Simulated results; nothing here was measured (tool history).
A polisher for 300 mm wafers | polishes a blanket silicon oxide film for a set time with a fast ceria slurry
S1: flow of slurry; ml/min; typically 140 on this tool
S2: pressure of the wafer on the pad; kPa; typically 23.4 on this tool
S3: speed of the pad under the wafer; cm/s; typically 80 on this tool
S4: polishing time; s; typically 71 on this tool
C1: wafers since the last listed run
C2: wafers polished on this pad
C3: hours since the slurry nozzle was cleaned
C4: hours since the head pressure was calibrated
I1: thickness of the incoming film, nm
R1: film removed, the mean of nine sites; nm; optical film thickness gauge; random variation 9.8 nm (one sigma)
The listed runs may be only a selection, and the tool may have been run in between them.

{"run": 1, "hour": 0.0, "S1": 140, "S2": 23.4, "S3": 70, "S4": 71, "C1": 0, "C2": 2961, "C3": 505.3, "C4": 143.4, "I1": 3139.4, "R1": 831.2}
{"hour": 22.0, "done": "worn pad replaced by a new one"}
{"run": 2, "hour": 50.8, "S1": 140, "S2": 23.4, "S3": 70, "S4": 71, "C1": 287, "C2": 177, "C3": 556.1, "C4": 194.2, "I1": 3135.2, "R1": 860.5}
{"run": 3, "hour": 81.3, "S1": 140, "S2": 23.4, "S3": 70, "S4": 71, "C1": 187, "C2": 364, "C3": 586.6, "C4": 224.7, "I1": 3058.7, "R1": 881.6}
{"run": 4, "hour": 131.0, "S1": 140, "S2": 23.4, "S3": 80, "S4": 71, "C1": 305, "C2": 670, "C3": 636.3, "C4": 274.4, "I1": 3064.8, "R1": 995.9}
{"hour": 151.1, "done": "slurry nozzle cleaned"}
{"run": 5, "hour": 175.7, "S1": 140, "S2": 23.4, "S3": 96, "S4": 71, "C1": 268, "C2": 939, "C3": 24.6, "C4": 319.1, "I1": 3105.1, "R1": 1139.8}
{"run": 6, "hour": 238.6, "S1": 140, "S2": 23.4, "S3": 80, "S4": 71, "C1": 386, "C2": 1326, "C3": 87.5, "C4": 382.0, "I1": 3059.4, "R1": 965.8}
{"run": 7, "hour": 297.1, "S1": 140, "S2": 23.4, "S3": 80, "S4": 71, "C1": 359, "C2": 1686, "C3": 146.0, "C4": 440.5, "I1": 3091.5, "R1": 973.4}
{"run": 8, "hour": 350.5, "S1": 140, "S2": 23.4, "S3": 80, "S4": 71, "C1": 328, "C2": 2014, "C3": 199.4, "C4": 493.9, "I1": 3131.8, "R1": 957.6}
{"run": 9, "hour": 390.7, "S1": 140, "S2": 23.4, "S3": 80, "S4": 83, "C1": 247, "C2": 2261, "C3": 239.6, "C4": 534.1, "I1": 3049.8, "R1": 1109.7}
{"hour": 480.8, "done": "worn pad replaced by a new one"}
{"run": 10, "hour": 485.1, "S1": 140, "S2": 23.4, "S3": 80, "S4": 71, "C1": 556, "C2": 26, "C3": 334.0, "C4": 628.5, "I1": 3085.4, "R1": 1006.4}
{"run": 11, "hour": 527.7, "S1": 140, "S2": 23.4, "S3": 80, "S4": 71, "C1": 262, "C2": 288, "C3": 376.6, "C4": 671.1, "I1": 3077.3, "R1": 971.2}
{"run": 12, "hour": 567.2, "S1": 140, "S2": 23.4, "S3": 80, "S4": 71, "C1": 242, "C2": 531, "C3": 416.1, "C4": 710.6, "I1": 3116.1, "R1": 977.0}
{"run": 13, "hour": 595.3, "S1": 140, "S2": 23.4, "S3": 80, "S4": 71, "C1": 172, "C2": 704, "C3": 444.2, "C4": 738.7, "I1": 3076.1, "R1": 980.9}
{"run": 14, "hour": 662.4, "S1": 140, "S2": 23.4, "S3": 80, "S4": 71, "C1": 412, "C2": 1117, "C3": 511.3, "C4": 805.8, "I1": 3019.6, "R1": 951.3}
{"hour": 721.2, "done": "slurry nozzle cleaned"}
{"run": 15, "hour": 734.3, "S1": 140, "S2": 26.2, "S3": 80, "S4": 71, "C1": 436, "C2": 1553, "C3": 13.1, "C4": 877.7, "I1": 3106.3, "R1": 1072.1}
{"run": 16, "hour": 771.6, "S1": 140, "S2": 23.4, "S3": 80, "S4": 71, "C1": 229, "C2": 1782, "C3": 50.4, "C4": 915.0, "I1": 3131.0, "R1": 966.7}
{"run": 17, "hour": 836.2, "S1": 185, "S2": 29.0, "S3": 58, "S4": 95, "C1": 397, "C2": 2179, "C3": 115.0, "C4": 979.6, "I1": 3048.8, "R1": 1247.2}
{"hour": 848.8, "done": "head pressure recalibrated"}
{"hour": 939.6, "done": "worn pad replaced by a new one"}
{"run": 18, "hour": 1045.8, "S1": 165, "S2": 23.4, "S3": 80, "S4": 71, "C1": 1252, "C2": 653, "C3": 324.6, "C4": 197.0, "I1": 3089.2, "R1": 1008.1}
{"run": 19, "hour": 1104.7, "S1": 140, "S2": 17.2, "S3": 72, "S4": 71, "C1": 362, "C2": 1015, "C3": 383.5, "C4": 255.9, "I1": 3115.4, "R1": 652.0}
{"run": 20, "hour": 1156.5, "S1": 190, "S2": 29.6, "S3": 80, "S4": 71, "C1": 318, "C2": 1334, "C3": 435.3, "C4": 307.7, "I1": 3049.5, "R1": 1231.7}
{"run": 21, "hour": 1227.6, "S1": 140, "S2": 23.4, "S3": 80, "S4": 94, "C1": 437, "C2": 1771, "C3": 506.4, "C4": 378.8, "I1": 3111.3, "R1": 1240.3}
{"hour": 1266.0, "done": "slurry nozzle cleaned"}
{"run": 22, "hour": 1296.4, "S1": 140, "S2": 23.4, "S3": 80, "S4": 71, "C1": 417, "C2": 2188, "C3": 30.4, "C4": 447.6, "I1": 3043.6, "R1": 938.2}
{"run": 23, "hour": 1340.4, "S1": 140, "S2": 23.4, "S3": 80, "S4": 71, "C1": 270, "C2": 2459, "C3": 74.4, "C4": 491.6, "I1": 3042.8, "R1": 945.0}
{"run": 24, "hour": 1397.8, "S1": 180, "S2": 16.5, "S3": 94, "S4": 50, "C1": 353, "C2": 2812, "C3": 131.8, "C4": 549.0, "I1": 3065.8, "R1": 555.1}
{"hour": 1428.0, "done": "worn pad replaced by a new one"}
{"run": 25, "hour": 1442.3, "S1": 140, "S2": 23.4, "S3": 80, "S4": 71, "C1": 249, "C2": 88, "C3": 176.3, "C4": 593.5, "I1": 3113.1, "R1": 1004.2}
{"run": 26, "hour": 1506.4, "S1": 180, "S2": 23.4, "S3": 80, "S4": 71, "C1": 394, "C2": 482, "C3": 240.4, "C4": 657.6, "I1": 3095.8, "R1": 1009.7}
{"run": 27, "hour": 1573.8, "S1": 155, "S2": 17.2, "S3": 80, "S4": 71, "C1": 414, "C2": 896, "C3": 307.8, "C4": 725.0, "I1": 3109.7, "R1": 730.4}
{"run": 28, "hour": 1598.8, "S1": 140, "S2": 23.4, "S3": 80, "S4": 71, "C1": 153, "C2": 1050, "C3": 332.8, "C4": 750.0, "I1": 3099.2, "R1": 992.5}
{"run": 29, "hour": 1646.5, "S1": 140, "S2": 29.6, "S3": 104, "S4": 63, "C1": 293, "C2": 1344, "C3": 380.5, "C4": 797.7, "I1": 3042.0, "R1": 1360.7}
{"run": 30, "hour": 1675.5, "S1": 140, "S2": 28.3, "S3": 90, "S4": 71, "C1": 178, "C2": 1522, "C3": 409.5, "C4": 826.7, "I1": 3068.6, "R1": 1285.6}
{"run": 31, "hour": 1733.6, "S1": 140, "S2": 23.4, "S3": 80, "S4": 71, "C1": 357, "C2": 1879, "C3": 467.6, "C4": 884.8, "I1": 3104.8, "R1": 947.8}
{"hour": 1746.9, "done": "head pressure recalibrated"}
{"run": 32, "hour": 1784.5, "S1": 140, "S2": 23.4, "S3": 106, "S4": 63, "C1": 300, "C2": 2180, "C3": 518.5, "C4": 37.6, "I1": 3057.0, "R1": 1070.5}
{"hour": 1835.0, "done": "worn pad replaced by a new one"}
{"run": 33, "hour": 1844.1, "S1": 160, "S2": 20.0, "S3": 106, "S4": 82, "C1": 341, "C2": 56, "C3": 578.1, "C4": 97.2, "I1": 3057.0, "R1": 1277.7}
{"run": 34, "hour": 1885.4, "S1": 140, "S2": 23.4, "S3": 80, "S4": 71, "C1": 254, "C2": 310, "C3": 619.4, "C4": 138.5, "I1": 3030.7, "R1": 976.7}
{"hour": 1903.2, "done": "slurry nozzle cleaned"}
{"run": 35, "hour": 2084.4, "S1": 140, "S2": 23.4, "S3": 80, "S4": 71, "C1": 1217, "C2": 1528, "C3": 181.2, "C4": 337.5, "I1": 3107.3, "R1": 943.6}
{"run": 36, "hour": 2138.5, "S1": 95, "S2": 23.4, "S3": 80, "S4": 71, "C1": 332, "C2": 1860, "C3": 235.3, "C4": 391.6, "I1": 3088.0, "R1": 916.8}

5 options for the next run, each taken on its own from the tool as it stands now. Forecast them:
{"run": "A", "hour": 2139.0, "S1": 140, "S2": 23.4, "S3": 106, "S4": 71, "C1": 3, "C2": 1863, "C3": 235.8, "C4": 392.1, "I1": 3136.3, "R1": "?"}
{"run": "B", "hour": 2139.0, "S1": 140, "S2": 20.0, "S3": 80, "S4": 71, "C1": 3, "C2": 1863, "C3": 235.8, "C4": 392.1, "I1": 3136.3, "R1": "?"}
{"run": "C", "hour": 2139.0, "S1": 140, "S2": 30.3, "S3": 56, "S4": 92, "C1": 3, "C2": 1863, "C3": 235.8, "C4": 392.1, "I1": 3136.3, "R1": "?"}
{"run": "D", "hour": 2139.0, "S1": 120, "S2": 23.4, "S3": 80, "S4": 71, "C1": 3, "C2": 1863, "C3": 235.8, "C4": 392.1, "I1": 3136.3, "R1": "?"}
{"run": "E", "hour": 2139.0, "S1": 120, "S2": 15.9, "S3": 58, "S4": 65, "C1": 3, "C2": 1863, "C3": 235.8, "C4": 392.1, "I1": 3136.3, "R1": "?"}

run=A R1=1240.7
run=B R1=825.9
run=C R1=1202.3
run=D R1=949.6
run=E R1=448.1
Had the tool no hidden state, the same runs would have come out as:
run=A R1=1306.5
run=B R1=869.8
run=C R1=1266.1
run=D R1=1000.0
run=E R1=471.9

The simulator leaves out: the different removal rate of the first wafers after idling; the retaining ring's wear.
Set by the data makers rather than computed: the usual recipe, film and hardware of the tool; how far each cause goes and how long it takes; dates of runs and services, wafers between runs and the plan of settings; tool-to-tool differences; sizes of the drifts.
